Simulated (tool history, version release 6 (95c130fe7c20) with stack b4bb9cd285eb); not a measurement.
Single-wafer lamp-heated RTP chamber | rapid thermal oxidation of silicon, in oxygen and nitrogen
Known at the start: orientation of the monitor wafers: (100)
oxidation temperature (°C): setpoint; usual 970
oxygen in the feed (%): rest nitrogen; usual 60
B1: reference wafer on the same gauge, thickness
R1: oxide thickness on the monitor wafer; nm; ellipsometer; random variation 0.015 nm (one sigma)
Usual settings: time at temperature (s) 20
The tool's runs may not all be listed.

{"run": 1, "day": 0.0, "oxidation temperature (°C)": 970, "time at temperature (s)": 24, "oxygen in the feed (%)": 60, "B1": 2.618, "R1": 2.512}
{"day": 0.979, "done": "gauge calibrated"}
{"run": 2, "day": 2.858, "oxidation temperature (°C)": 970, "time at temperature (s)": 24, "oxygen in the feed (%)": 60, "B1": 2.752, "R1": 2.623}
{"run": 3, "day": 6.704, "oxidation temperature (°C)": 970, "time at temperature (s)": 24, "oxygen in the feed (%)": 60, "B1": 2.729, "R1": 2.621}
{"run": 4, "day": 9.712, "oxidation temperature (°C)": 970, "time at temperature (s)": 27, "oxygen in the feed (%)": 60, "B1": 2.711, "R1": 2.688}
{"day": 10.867, "done": "pyrometer window cleaned and pyrometer calibrated"}
{"run": 5, "day": 14.038, "oxidation temperature (°C)": 994, "time at temperature (s)": 23, "oxygen in the feed (%)": 60, "B1": 2.7, "R1": 2.887}
{"run": 6, "day": 16.829, "oxidation temperature (°C)": 994, "time at temperature (s)": 23, "oxygen in the feed (%)": 60, "B1": 2.684, "R1": 2.901}
{"run": 7, "day": 20.621, "oxidation temperature (°C)": 988, "time at temperature (s)": 20, "oxygen in the feed (%)": 80, "B1": 2.669, "R1": 2.845}
{"run": 8, "day": 27.596, "oxidation temperature (°C)": 970, "time at temperature (s)": 20, "oxygen in the feed (%)": 60, "B1": 2.653, "R1": 2.403}
{"run": 9, "day": 31.754, "oxidation temperature (°C)": 970, "time at temperature (s)": 20, "oxygen in the feed (%)": 60, "B1": 2.642, "R1": 2.396}
{"run": 10, "day": 34.575, "oxidation temperature (°C)": 970, "time at temperature (s)": 17, "oxygen in the feed (%)": 60, "B1": 2.639, "R1": 2.312}
{"run": 11, "day": 37.467, "oxidation temperature (°C)": 970, "time at temperature (s)": 17, "oxygen in the feed (%)": 60, "B1": 2.636, "R1": 2.297}
{"run": 12, "day": 40.508, "oxidation temperature (°C)": 970, "time at temperature (s)": 20, "oxygen in the feed (%)": 51, "B1": 2.628, "R1": 2.314}
{"run": 13, "day": 43.538, "oxidation temperature (°C)": 970, "time at temperature (s)": 20, "oxygen in the feed (%)": 51, "B1": 2.629, "R1": 2.313}
{"run": 14, "day": 46.85, "oxidation temperature (°C)": 970, "time at temperature (s)": 20, "oxygen in the feed (%)": 51, "B1": 2.628, "R1": 2.293}
{"day": 47.671, "done": "pyrometer window cleaned and pyrometer calibrated"}
{"run": 15, "day": 49.667, "oxidation temperature (°C)": 982, "time at temperature (s)": 14, "oxygen in the feed (%)": 60, "B1": 2.623, "R1": 2.291}
{"day": 51.412, "done": "oxygen flow controller replaced"}
{"run": 16, "day": 52.262, "oxidation temperature (°C)": 994, "time at temperature (s)": 25, "oxygen in the feed (%)": 60, "B1": 2.625, "R1": 2.865}
{"run": 17, "day": 54.692, "oxidation temperature (°C)": 985, "time at temperature (s)": 20, "oxygen in the feed (%)": 60, "B1": 2.618, "R1": 2.569}
{"run": 18, "day": 57.942, "oxidation temperature (°C)": 959, "time at temperature (s)": 28, "oxygen in the feed (%)": 60, "B1": 2.623, "R1": 2.479}
{"run": 19, "day": 59.492, "oxidation temperature (°C)": 970, "time at temperature (s)": 24, "oxygen in the feed (%)": 60, "B1": 2.619, "R1": 2.494}
{"day": 62.071, "done": "gauge calibrated"}
{"run": 20, "day": 62.338, "oxidation temperature (°C)": 941, "time at temperature (s)": 16, "oxygen in the feed (%)": 40, "B1": 2.785, "R1": 2.042}
{"run": 21, "day": 65.542, "oxidation temperature (°C)": 959, "time at temperature (s)": 16, "oxygen in the feed (%)": 42, "B1": 2.76, "R1": 2.155}
{"run": 22, "day": 67.254, "oxidation temperature (°C)": 979, "time at temperature (s)": 10, "oxygen in the feed (%)": 41, "B1": 2.756, "R1": 2.069}
{"run": 23, "day": 69.729, "oxidation temperature (°C)": 970, "time at temperature (s)": 20, "oxygen in the feed (%)": 60, "B1": 2.743, "R1": 2.474}
{"run": 24, "day": 73.225, "oxidation temperature (°C)": 987, "time at temperature (s)": 20, "oxygen in the feed (%)": 60, "B1": 2.725, "R1": 2.657}
{"run": 25, "day": 76.854, "oxidation temperature (°C)": 970, "time at temperature (s)": 20, "oxygen in the feed (%)": 60, "B1": 2.709, "R1": 2.438}
{"run": 26, "day": 80.188, "oxidation temperature (°C)": 970, "time at temperature (s)": 25, "oxygen in the feed (%)": 79, "B1": 2.698, "R1": 2.771}
{"run": 27, "day": 81.983, "oxidation temperature (°C)": 970, "time at temperature (s)": 20, "oxygen in the feed (%)": 31, "B1": 2.692, "R1": 2.167}
{"run": 28, "day": 83.671, "oxidation temperature (°C)": 970, "time at temperature (s)": 24, "oxygen in the feed (%)": 60, "B1": 2.688, "R1": 2.558}
{"day": 84.45, "done": "pyrometer window cleaned and pyrometer calibrated"}
{"run": 29, "day": 86.217, "oxidation temperature (°C)": 970, "time at temperature (s)": 20, "oxygen in the feed (%)": 50, "B1": 2.685, "R1": 2.342}

Hidden state or all else? Some run-to-run changes of R1, split into what the settings, what came in and random variation would give without the hidden state, and what is left for the hidden state (with any gauge scatter that isn't in both results):
The hidden state here: true wafer temperature minus pyrometer reading, K; deviation of the oxygen flow from its setpoint, %; gauge reads high (%).
Run 1 -> 2: gauge calibrated. R1 +0.111 nm: hidden state +0.131, all else -0.02.
Run 15 -> 16: oxidation temperature (°C) 982 -> 994, time at temperature (s) 14 -> 25, oxygen flow controller replaced. R1 +0.574 nm: hidden state -0.036, all else +0.61.
Run 19 -> 20: oxidation temperature (°C) 970 -> 941, time at temperature (s) 24 -> 16, oxygen in the feed (%) 60 -> 40, gauge calibrated. R1 -0.452 nm: hidden state +0.157, all else -0.609.
Run 26 -> 27: time at temperature (s) 25 -> 20, oxygen in the feed (%) 79 -> 31. R1 -0.604 nm: hidden state +0.014, all else -0.618.
